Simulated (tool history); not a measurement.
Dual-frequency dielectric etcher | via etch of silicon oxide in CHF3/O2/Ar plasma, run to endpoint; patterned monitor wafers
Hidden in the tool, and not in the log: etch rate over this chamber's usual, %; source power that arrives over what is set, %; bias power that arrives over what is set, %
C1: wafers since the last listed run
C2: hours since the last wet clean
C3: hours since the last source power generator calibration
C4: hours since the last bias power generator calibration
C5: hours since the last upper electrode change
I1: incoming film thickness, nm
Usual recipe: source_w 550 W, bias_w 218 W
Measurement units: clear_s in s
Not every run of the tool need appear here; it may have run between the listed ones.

run 1 hour=0 | source_w=550 bias_w=218 | C1=0 C2=382.4 C3=2767.4 C4=2233.9 C5=1467.3 | I1=776.3 | clear_s=400.6
run 2 hour=43.1 | source_w=550 bias_w=218 | C1=143 C2=425.5 C3=2810.5 C4=2277 C5=1510.4 | I1=780.4 | clear_s=408.2
run 3 hour=76.1 | source_w=550 bias_w=218 | C1=110 C2=458.5 C3=2843.5 C4=2310 C5=1543.4 | I1=780.1 | clear_s=412.8
-- hour=135.2 wet clean of the chamber
run 4 hour=135.7 | source_w=550 bias_w=218 | C1=118 C2=0.5 C3=2903.1 C4=2369.6 C5=1603 | I1=778.7 | clear_s=390.1
run 5 hour=151.4 | source_w=490 bias_w=218 | C1=52 C2=16.2 C3=2918.8 C4=2385.3 C5=1618.7 | I1=770.2 | clear_s=402.5
run 6 hour=192.6 | source_w=490 bias_w=218 | C1=137 C2=57.4 C3=2960 C4=2426.5 C5=1659.9 | I1=779.2 | clear_s=409.4
run 7 hour=250.5 | source_w=490 bias_w=218 | C1=193 C2=115.3 C3=3017.9 C4=2484.4 C5=1717.8 | I1=777.8 | clear_s=407.9
run 8 hour=304.4 | source_w=550 bias_w=181 | C1=179 C2=169.2 C3=3071.8 C4=2538.3 C5=1771.7 | I1=779.3 | clear_s=435.4
run 9 hour=367.8 | source_w=550 bias_w=181 | C1=211 C2=232.6 C3=3135.2 C4=2601.7 C5=1835.1 | I1=769.5 | clear_s=430.9
run 10 hour=412.6 | source_w=550 bias_w=181 | C1=149 C2=277.4 C3=3180 C4=2646.5 C5=1879.9 | I1=774.3 | clear_s=430
run 11 hour=522.2 | source_w=550 bias_w=218 | C1=365 C2=387 C3=3289.6 C4=2756.1 C5=1989.5 | I1=780.2 | clear_s=407.5
run 12 hour=549 | source_w=640 bias_w=191 | C1=89 C2=413.8 C3=3316.4 C4=2782.9 C5=2016.3 | I1=780.3 | clear_s=410.4
run 13 hour=585.3 | source_w=550 bias_w=218 | C1=121 C2=450.1 C3=3352.7 C4=2819.2 C5=2052.6 | I1=776 | clear_s=405.9
run 14 hour=616.8 | source_w=550 bias_w=218 | C1=105 C2=481.6 C3=3384.2 C4=2850.7 C5=2084.1 | I1=769.7 | clear_s=400.8
run 15 hour=666.7 | source_w=550 bias_w=218 | C1=166 C2=531.5 C3=3434.1 C4=2900.6 C5=2134 | I1=775.3 | clear_s=404.7
-- hour=719.3 wet clean of the chamber
run 16 hour=719.8 | source_w=550 bias_w=218 | C1=97 C2=0.5 C3=3487.2 C4=2953.7 C5=2187.1 | I1=778.2 | clear_s=393.3
run 17 hour=764 | source_w=550 bias_w=218 | C1=147 C2=44.7 C3=3531.4 C4=2997.9 C5=2231.3 | I1=775.8 | clear_s=395.7
-- hour=852.2 upper electrode replaced
run 18 hour=852.7 | source_w=550 bias_w=196 | C1=215 C2=133.4 C3=3620.1 C4=3086.6 C5=0.5 | I1=779 | clear_s=420.4
run 19 hour=855.1 | source_w=550 bias_w=218 | C1=8 C2=135.8 C3=3622.5 C4=3089 C5=2.9 | I1=775.6 | clear_s=403.2
run 20 hour=1057.6 | source_w=640 bias_w=182 | C1=675 C2=338.3 C3=3825 C4=3291.5 C5=205.4 | I1=780.1 | clear_s=420.6
run 21 hour=1116.4 | source_w=410 bias_w=180 | C1=196 C2=397.1 C3=3883.8 C4=3350.3 C5=264.2 | I1=787.3 | clear_s=503.9
-- hour=1167.3 bias power generator calibrated
-- hour=1202.9 wet clean of the chamber
run 22 hour=1203.4 | source_w=550 bias_w=244 | C1=196 C2=0.5 C3=3970.8 C4=36.1 C5=351.2 | I1=779.2 | clear_s=372.2
run 23 hour=1226.1 | source_w=610 bias_w=165 | C1=75 C2=23.2 C3=3993.5 C4=58.8 C5=373.9 | I1=778.2 | clear_s=431.3
run 24 hour=1253.5 | source_w=550 bias_w=218 | C1=91 C2=50.6 C3=4020.9 C4=86.2 C5=401.3 | I1=777.5 | clear_s=394.8
run 25 hour=1292.9 | source_w=510 bias_w=218 | C1=131 C2=90 C3=4060.3 C4=125.6 C5=440.7 | I1=775.9 | clear_s=405.4
-- hour=1326.1 source power generator calibrated
run 26 hour=1360.4 | source_w=550 bias_w=218 | C1=211 C2=157.5 C3=34.3 C4=193.1 C5=508.2 | I1=777.5 | clear_s=394.2
run 27 hour=1385.8 | source_w=510 bias_w=257 | C1=84 C2=182.9 C3=59.7 C4=218.5 C5=533.6 | I1=776.5 | clear_s=372.4
run 28 hour=1450 | source_w=500 bias_w=171 | C1=214 C2=247.1 C3=123.9 C4=282.7 C5=597.8 | I1=770.7 | clear_s=466.7
run 29 hour=1504.7 | source_w=550 bias_w=218 | C1=182 C2=301.8 C3=178.6 C4=337.4 C5=652.5 | I1=776.7 | clear_s=403.2
run 30 hour=1542.9 | source_w=550 bias_w=218 | C1=127 C2=340 C3=216.8 C4=375.6 C5=690.7 | I1=773.8 | clear_s=395.4
run 31 hour=1587.3 | source_w=460 bias_w=236 | C1=148 C2=384.4 C3=261.2 C4=420 C5=735.1 | I1=780.3 | clear_s=417.2
run 32 hour=1640.5 | source_w=500 bias_w=246 | C1=177 C2=437.6 C3=314.4 C4=473.2 C5=788.3 | I1=780.5 | clear_s=398.3
run 33 hour=1706 | source_w=550 bias_w=173 | C1=218 C2=503.1 C3=379.9 C4=538.7 C5=853.8 | I1=774.9 | clear_s=456.8
run 34 hour=1755.1 | source_w=550 bias_w=218 | C1=163 C2=552.2 C3=429 C4=587.8 C5=902.9 | I1=776.6 | clear_s=411
-- hour=1796.1 wet clean of the chamber
run 35 hour=1812.1 | source_w=640 bias_w=218 | C1=110 C2=16 C3=486 C4=644.8 C5=959.9 | I1=773.1 | clear_s=367.4
run 36 hour=1881.2 | source_w=690 bias_w=176 | C1=230 C2=85.1 C3=555.1 C4=713.9 C5=1029 | I1=770.1 | clear_s=395.5

Exercise: give the hidden state of the tool at every run:
source power that arrives over what is set, %: 0 on each run
bias power that arrives over what is set, %: 0 on each run
H1: etch rate over this chamber's usual, %
run=1 H1=-3.63
run=2 H1=-3.98
run=3 H1=-4.25
run=4 H1=0.154
run=5 H1=0.0258
run=6 H1=-0.311
run=7 H1=-0.784
run=8 H1=-1.22
run=9 H1=-1.74
run=10 H1=-2.11
run=11 H1=-3
run=12 H1=-3.22
run=13 H1=-3.52
run=14 H1=-3.78
run=15 H1=-4.19
run=16 H1=-0.842
run=17 H1=-1.2
run=18 H1=-1.93
run=19 H1=-1.95
run=20 H1=-3.6
run=21 H1=-4.08
run=22 H1=-0.137
run=23 H1=-0.323
run=24 H1=-0.546
run=25 H1=-0.868
run=26 H1=-1.42
run=27 H1=-1.63
run=28 H1=-2.15
run=29 H1=-2.6
run=30 H1=-2.91
run=31 H1=-3.27
run=32 H1=-3.71
run=33 H1=-4.24
run=34 H1=-4.65
run=35 H1=0.257
run=36 H1=-0.308

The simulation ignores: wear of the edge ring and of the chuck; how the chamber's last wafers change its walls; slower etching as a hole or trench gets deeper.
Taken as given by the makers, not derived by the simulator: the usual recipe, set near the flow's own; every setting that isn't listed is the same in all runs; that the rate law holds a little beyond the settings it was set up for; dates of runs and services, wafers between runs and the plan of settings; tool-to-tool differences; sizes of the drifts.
